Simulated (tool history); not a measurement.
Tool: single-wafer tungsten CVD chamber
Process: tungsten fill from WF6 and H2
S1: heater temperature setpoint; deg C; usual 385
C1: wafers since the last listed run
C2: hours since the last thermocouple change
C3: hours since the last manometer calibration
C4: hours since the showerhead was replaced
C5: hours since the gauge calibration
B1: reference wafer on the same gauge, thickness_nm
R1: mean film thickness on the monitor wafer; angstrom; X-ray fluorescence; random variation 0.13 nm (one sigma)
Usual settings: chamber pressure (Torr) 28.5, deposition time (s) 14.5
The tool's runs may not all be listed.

{"run": 1, "day": 0.0, "S1": 375, "chamber pressure (Torr)": 28.5, "deposition time (s)": 15.8, "C1": 0, "C2": 2059.3, "C3": 22.6, "C4": 6773.3, "C5": 205.4, "B1": 30.173, "R1": 269.54}
{"run": 2, "day": 8.383, "S1": 375, "chamber pressure (Torr)": 28.5, "deposition time (s)": 15.8, "C1": 4698, "C2": 2260.5, "C3": 223.8, "C4": 6974.5, "C5": 406.6, "B1": 30.071, "R1": 269.21}
{"run": 3, "day": 10.45, "S1": 375, "chamber pressure (Torr)": 28.5, "deposition time (s)": 15.8, "C1": 1158, "C2": 2310.1, "C3": 273.4, "C4": 7024.1, "C5": 456.2, "B1": 30.066, "R1": 268.66}
{"run": 4, "day": 13.383, "S1": 385, "chamber pressure (Torr)": 28.5, "deposition time (s)": 12.2, "C1": 1644, "C2": 2380.5, "C3": 343.8, "C4": 7094.5, "C5": 526.6, "B1": 30.035, "R1": 255.74}
{"run": 5, "day": 14.45, "S1": 385, "chamber pressure (Torr)": 28.5, "deposition time (s)": 12.2, "C1": 597, "C2": 2406.1, "C3": 369.4, "C4": 7120.1, "C5": 552.2, "B1": 30.086, "R1": 256.6}
{"run": 6, "day": 17.321, "S1": 385, "chamber pressure (Torr)": 28.5, "deposition time (s)": 14.5, "C1": 1609, "C2": 2475, "C3": 438.3, "C4": 7189, "C5": 621.1, "B1": 30.141, "R1": 303.66}
{"run": 7, "day": 18.658, "S1": 385, "chamber pressure (Torr)": 28.5, "deposition time (s)": 14.5, "C1": 749, "C2": 2507.1, "C3": 470.4, "C4": 7221.1, "C5": 653.2, "B1": 30.124, "R1": 306.55}
{"run": 8, "day": 19.925, "S1": 377, "chamber pressure (Torr)": 28.5, "deposition time (s)": 14.5, "C1": 709, "C2": 2537.5, "C3": 500.8, "C4": 7251.5, "C5": 683.6, "B1": 30.118, "R1": 257.93}
{"run": 9, "day": 21.233, "S1": 385, "chamber pressure (Torr)": 28.5, "deposition time (s)": 14.5, "C1": 733, "C2": 2568.9, "C3": 532.2, "C4": 7282.9, "C5": 715, "B1": 30.026, "R1": 302.65}
{"day": 22.383, "done": "gauge calibrated"}
{"run": 10, "day": 23.467, "S1": 385, "chamber pressure (Torr)": 28.5, "deposition time (s)": 14.5, "C1": 1251, "C2": 2622.5, "C3": 585.8, "C4": 7336.5, "C5": 26, "B1": 30.072, "R1": 304.6}
{"run": 11, "day": 26.071, "S1": 385, "chamber pressure (Torr)": 28.5, "deposition time (s)": 14.5, "C1": 1459, "C2": 2685, "C3": 648.3, "C4": 7399, "C5": 88.5, "B1": 30.108, "R1": 305.02}
{"run": 12, "day": 27.45, "S1": 385, "chamber pressure (Torr)": 28.5, "deposition time (s)": 14.5, "C1": 772, "C2": 2718.1, "C3": 681.4, "C4": 7432.1, "C5": 121.6, "B1": 30.114, "R1": 303.31}
{"run": 13, "day": 29.771, "S1": 385, "chamber pressure (Torr)": 28.5, "deposition time (s)": 12.4, "C1": 1300, "C2": 2773.8, "C3": 737.1, "C4": 7487.8, "C5": 177.3, "B1": 30.105, "R1": 260.08}
{"run": 14, "day": 32.762, "S1": 385, "chamber pressure (Torr)": 25.7, "deposition time (s)": 14.5, "C1": 1676, "C2": 2845.6, "C3": 808.9, "C4": 7559.6, "C5": 249.1, "B1": 30.089, "R1": 293.63}
{"day": 35.696, "done": "thermocouple changed; heater temperature recalibrated"}
{"run": 15, "day": 35.717, "S1": 389, "chamber pressure (Torr)": 28.5, "deposition time (s)": 14.5, "C1": 1468, "C2": 0.5, "C3": 879.8, "C4": 7630.5, "C5": 320, "B1": 30.129, "R1": 331.79}
{"run": 16, "day": 37.012, "S1": 379, "chamber pressure (Torr)": 22.3, "deposition time (s)": 14.5, "C1": 726, "C2": 31.6, "C3": 910.9, "C4": 7661.6, "C5": 351.1, "B1": 30.063, "R1": 243.34}
{"day": 39.142, "done": "showerhead replaced"}
{"run": 17, "day": 39.842, "S1": 385, "chamber pressure (Torr)": 28.5, "deposition time (s)": 14.5, "C1": 1398, "C2": 99.5, "C3": 978.8, "C4": 16.8, "C5": 419, "B1": 30.076, "R1": 306.65}
{"run": 18, "day": 41.988, "S1": 385, "chamber pressure (Torr)": 24.6, "deposition time (s)": 14.5, "C1": 1202, "C2": 151, "C3": 1030.3, "C4": 68.3, "C5": 470.5, "B1": 30.128, "R1": 286.81}
{"run": 19, "day": 44.946, "S1": 377, "chamber pressure (Torr)": 28.5, "deposition time (s)": 13.4, "C1": 1658, "C2": 222, "C3": 1101.3, "C4": 139.3, "C5": 541.5, "B1": 30.074, "R1": 238.05}
{"day": 46.908, "done": "capacitance manometer re-zeroed and calibrated"}
{"run": 20, "day": 46.929, "S1": 392, "chamber pressure (Torr)": 21.8, "deposition time (s)": 14.5, "C1": 924, "C2": 269.6, "C3": 0.5, "C4": 186.9, "C5": 589.1, "B1": 30.082, "R1": 314.03}
{"run": 21, "day": 48.992, "S1": 385, "chamber pressure (Torr)": 28.5, "deposition time (s)": 14.5, "C1": 1155, "C2": 319.1, "C3": 50, "C4": 236.4, "C5": 638.6, "B1": 30.142, "R1": 304.05}
{"run": 22, "day": 51.417, "S1": 392, "chamber pressure (Torr)": 24.9, "deposition time (s)": 16.2, "C1": 1359, "C2": 377.3, "C3": 108.2, "C4": 294.6, "C5": 696.8, "B1": 30.09, "R1": 370.58}
{"run": 23, "day": 54.129, "S1": 385, "chamber pressure (Torr)": 28.5, "deposition time (s)": 14.5, "C1": 1520, "C2": 442.4, "C3": 173.3, "C4": 359.7, "C5": 761.9, "B1": 30.112, "R1": 305.71}
{"run": 24, "day": 57.075, "S1": 385, "chamber pressure (Torr)": 28.5, "deposition time (s)": 13.5, "C1": 1651, "C2": 513.1, "C3": 244, "C4": 430.4, "C5": 832.6, "B1": 30.057, "R1": 282.93}
{"day": 57.483, "done": "gauge calibrated"}
{"run": 25, "day": 58.846, "S1": 385, "chamber pressure (Torr)": 28.5, "deposition time (s)": 14.5, "C1": 992, "C2": 555.6, "C3": 286.5, "C4": 472.9, "C5": 32.7, "B1": 30.177, "R1": 304.03}
{"run": 26, "day": 61.671, "S1": 385, "chamber pressure (Torr)": 34.9, "deposition time (s)": 16, "C1": 1583, "C2": 623.4, "C3": 354.3, "C4": 540.7, "C5": 100.5, "B1": 30.069, "R1": 364.41}

What the log doesn't show, run by run:
wafer temperature above the value expected at the setpoint (K): 0 in every run
true pressure above the setpoint (%): 0 in every run
gauge reads high (%): 0 in every run

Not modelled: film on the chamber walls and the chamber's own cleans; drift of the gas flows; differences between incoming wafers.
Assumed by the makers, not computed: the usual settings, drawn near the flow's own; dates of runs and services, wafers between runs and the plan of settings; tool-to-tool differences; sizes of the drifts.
